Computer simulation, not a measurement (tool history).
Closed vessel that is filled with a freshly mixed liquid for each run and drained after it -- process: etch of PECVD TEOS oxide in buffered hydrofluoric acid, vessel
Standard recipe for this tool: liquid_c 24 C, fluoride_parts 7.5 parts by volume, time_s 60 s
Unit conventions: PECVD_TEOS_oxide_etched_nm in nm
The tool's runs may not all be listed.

run,hour,liquid_c,fluoride_parts,time_s,"read-back film thickness of the PECVD TEOS oxide reference wafer, read on the same gauge (nm)",PECVD_TEOS_oxide_etched_nm
1,0,24,7.5,85,110,136.6
2,10.3,24,7.5,85,110.01,137.49
3,25.6,24,7.5,60,109.99,96.29
4,64.5,24,7.5,60,110,96.84
5,70.8,24,7.5,60,110,97.4
6,81.9,24,7.5,50,110,81.18
7,94.3,24,7.5,50,109.99,79.81
8,111.7,24,7.5,60,110.01,96.94
9,156.9,24,7.5,60,110.02,96.04
10,170.2,21,8.5,85,110,101.15
11,186.4,21.5,10,60,110,64.95
12,197.9,28,10.5,85,110.02,123.92
13,214,21.5,7.5,60,110,83.82
14,220,25.5,7.5,60,109.99,104.53
15,233.5,19.5,8.5,60,110,67.3
16,242.7,25.5,7.5,50,110.01,88.34
17,256.9,24,5,60,109.98,136.93
18,273,20.5,9.5,60,110.01,63.95
19,285.4,26.5,6.5,40,110.01,84.54
20,299.3,24,7.5,60,109.99,95.3
21,309.6,19.5,5.5,45,109.99,75.34
22,319.7,27,5.5,35,110,86.5
23,328.7,28,5,60,110.01,169.35
24,342.3,21.5,7.5,30,109.98,42.06
25,354.2,27,5,85,110.02,231.11
26,402.6,24,7.5,60,110,96.49
27,411.8,24,7.5,60,109.98,95.62
28,421.1,26.5,6.5,40,109.99,85.89
29,429.1,22.5,7.5,30,109.99,44.67
30,440.1,28,5,60,109.99,171.6
31,449.1,24,10,60,110.01,73.33
32,456.6,27.5,7.5,90,109.97,175.45
33,495.6,20.5,7.5,35,110,46.35

Put back what was entered between runs (3 entries, withheld): which listed runs does each sit between, and how does the hidden state differ from the listed run before to the listed run after?
Run 3 -> run 4: thermometer replaced (hour 33.7)
  no hidden state differs between the two runs
Run 6 -> run 7: gauge calibrated (hour 89.9)
  no hidden state differs between the two runs
Run 8 -> run 9: hydrofluoric acid flow meter replaced (hour 145.9)
  no hidden state differs between the two runs

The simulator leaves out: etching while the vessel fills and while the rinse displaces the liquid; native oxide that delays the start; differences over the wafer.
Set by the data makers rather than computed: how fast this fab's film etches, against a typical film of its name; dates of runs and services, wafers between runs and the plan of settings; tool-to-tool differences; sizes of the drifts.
